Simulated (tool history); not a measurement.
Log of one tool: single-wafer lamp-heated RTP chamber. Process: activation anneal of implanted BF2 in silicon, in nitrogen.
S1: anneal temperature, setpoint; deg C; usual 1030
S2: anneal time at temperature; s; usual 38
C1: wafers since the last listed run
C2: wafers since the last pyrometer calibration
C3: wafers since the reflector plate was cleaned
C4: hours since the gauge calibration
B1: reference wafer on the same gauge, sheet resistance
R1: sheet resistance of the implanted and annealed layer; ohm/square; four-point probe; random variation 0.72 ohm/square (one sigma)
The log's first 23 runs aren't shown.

run	hour	S1	S2	C1	C2	C3	C4	B1	R1
24	2218.3	1004	52	646	2730	6888	1488.4	164.11	151.06
25	2254.5	1030	38	277	3008	7166	1524.6	163.92	137.94
26	2302.5	1030	38	368	3376	7534	1572.6	163.88	138.41
27	2357.6	1043	38	422	3798	7956	1627.7	164.07	130.61
# hour 2374.7: reflector plate cleaned
28	2433.4	1030	59	519	4318	449	1703.5	164.06	133.41
29	2522.8	1044	53	685	5004	1135	1792.9	164.23	126.13
30	2628.6	1020	54	811	5815	1946	1898.7	163.94	142.67
# hour 2652.0: gauge calibrated
# hour 2721.6: pyrometer window cleaned and pyrometer calibrated
31	2722.5	1044	53	658	7	2605	70.5	163.93	126.07
32	2772.8	1001	54	385	392	2991	120.8	164.09	158.67
33	2851.7	1022	26	605	997	3596	199.7	164.14	155.92
34	2936.4	1042	47	649	1647	4246	284.4	163.80	130.52
35	3007.3	1030	38	543	2191	4789	355.3	164.30	140.59

Forecast each of these 5 alternatives for the next run:
A	3007.7	1030	38	3	2194	4792	355.7	?	?
B	3007.7	1017	22	3	2194	4792	355.7	?	?
C	3007.7	1030	54	3	2194	4792	355.7	?	?
D	3007.7	1030	18	3	2194	4792	355.7	?	?
E	3007.7	1030	27	3	2194	4792	355.7	?	?

run	B1	R1
A	164.33	140.12
B	164.33	163.13
C	164.33	133.29
D	164.33	156.55
E	164.33	147.33
Without the tool's hidden state the same runs would have given:
run	R1
A	141.51
B	165.58
C	134.82
D	158.56
E	148.90
